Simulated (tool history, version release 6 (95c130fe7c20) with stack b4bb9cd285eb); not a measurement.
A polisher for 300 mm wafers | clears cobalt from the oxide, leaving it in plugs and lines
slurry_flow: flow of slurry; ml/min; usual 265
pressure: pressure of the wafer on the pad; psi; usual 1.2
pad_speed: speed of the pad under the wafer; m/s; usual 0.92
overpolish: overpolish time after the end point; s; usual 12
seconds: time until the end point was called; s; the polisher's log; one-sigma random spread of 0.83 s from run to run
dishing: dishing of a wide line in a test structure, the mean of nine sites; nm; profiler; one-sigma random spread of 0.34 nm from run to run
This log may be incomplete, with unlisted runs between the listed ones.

run   hour  slurry_flow  pressure  pad_speed  overpolish  incoming thickness of the incoming film, nm  seconds  dishing
  1    0.0          265       1.1       0.92          17                                        271.7    132.8     26.6
  2   11.5          265       1.1       0.92          17                                        273.3    139.4     27.0
  3   65.4          265       1.1       0.92          17                                        272.5    144.5     25.9
  4   75.7          265       1.0       0.92          12                                        267.8    154.9     18.8
      85.2  -- slurry nozzle cleaned
      88.9  -- worn pad replaced by a new one
  5   91.0          265       1.0       0.92          12                                        273.5    139.5     20.7
     102.3  -- head pressure recalibrated
  6  103.2          265       1.0       0.92          12                                        269.4    141.8     20.1
  7  117.1          265       1.2       0.92          12                                        269.9    122.8     22.2
  8  125.8          265       1.2       0.92          12                                        268.3    124.5     22.2
  9  135.7          265       1.2       0.72          16                                        266.2    151.6     23.7
 10  153.6          265       1.0       0.92          12                                        268.5    147.6     19.9
     172.3  -- worn pad replaced by a new one
 11  172.8          210       1.2       0.74           8                                        273.1    148.9     13.6
 12  186.6          345       1.2       0.64           5                                        269.7    163.1      8.5
 13  196.7          265       1.2       0.92          15                                        267.7    125.9     25.5
 14  209.7          335       1.2       0.92          12                                        268.3    123.9     21.8

Branching from run 14: 5 alternative next runs. What would each branch give?
  A  210.2          175       1.2       0.92          12                                        267.9        ?        ?
  B  210.2          265       1.2       1.14          12                                        267.9        ?        ?
  C  210.2          230       1.5       0.92          19                                        267.9        ?        ?
  D  210.2          360       1.2       0.92           5                                        267.9        ?        ?
  E  210.2          310       1.6       1.06           9                                        267.9        ?        ?

run  seconds  dishing
  A    131.4     21.5
  B    104.8     25.4
  C    105.2     34.1
  D    122.6     11.0
  E     85.7     23.8
With no hidden state in the tool, these same runs would have given:
run  seconds  dishing
  A    120.4     23.0
  B     96.6     26.9
  C     96.8     35.7
  D    113.6     11.7
  E     79.2     25.2
